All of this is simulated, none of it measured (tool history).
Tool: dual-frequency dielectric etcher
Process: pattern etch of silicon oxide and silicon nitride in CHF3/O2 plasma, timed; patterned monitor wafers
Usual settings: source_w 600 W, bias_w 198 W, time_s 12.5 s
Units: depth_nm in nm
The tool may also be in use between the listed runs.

run,hour,source_w,bias_w,time_s,"read-back reference wafer on the same gauge, depth_nm",depth_nm
1,0.0,600,198,12.5,16.71,19.34
2,64.3,600,198,12.5,16.70,19.33
3,94.6,600,198,12.5,16.71,19.31
4,135.6,600,198,12.5,16.70,19.31
# hour 206.1: wet clean of the chamber
5,206.6,600,198,11.0,16.71,17.14
6,216.9,600,198,11.0,16.71,17.14
7,245.7,600,198,12.5,16.71,19.44
# hour 255.0: gauge calibrated
# hour 290.6: source power generator calibrated
8,294.4,600,198,12.5,16.70,19.41
# hour 342.3: upper electrode replaced
9,365.2,600,164,12.5,16.68,17.49
10,402.6,600,198,11.0,16.73,17.02
11,467.0,600,156,12.5,16.70,16.88
12,496.3,530,230,14.5,16.70,23.54
# hour 508.2: bias power generator calibrated
13,523.3,600,198,12.5,16.69,19.16
14,578.9,530,224,15.5,16.70,24.74
15,616.8,660,198,12.5,16.70,19.58
# hour 638.8: gauge calibrated
# hour 669.9: wet clean of the chamber
16,670.4,530,148,10.5,16.70,13.58
17,675.1,600,234,12.5,16.71,21.31

Forecast each of these 5 alternatives for the next run:
A,675.5,600,238,12.5,?,?
B,675.5,470,198,10.5,?,?
C,675.5,520,177,14.5,?,?
D,675.5,710,232,15.0,?,?
E,675.5,600,165,8.5,?,?

run,"read-back reference wafer on the same gauge, depth_nm",depth_nm
A,16.70,21.60
B,16.70,15.62
C,16.70,20.73
D,16.70,26.62
E,16.70,12.07
Without the tool's hidden state the same runs would have given:
run,depth_nm
A,21.57
B,15.60
C,20.71
D,26.59
E,12.06

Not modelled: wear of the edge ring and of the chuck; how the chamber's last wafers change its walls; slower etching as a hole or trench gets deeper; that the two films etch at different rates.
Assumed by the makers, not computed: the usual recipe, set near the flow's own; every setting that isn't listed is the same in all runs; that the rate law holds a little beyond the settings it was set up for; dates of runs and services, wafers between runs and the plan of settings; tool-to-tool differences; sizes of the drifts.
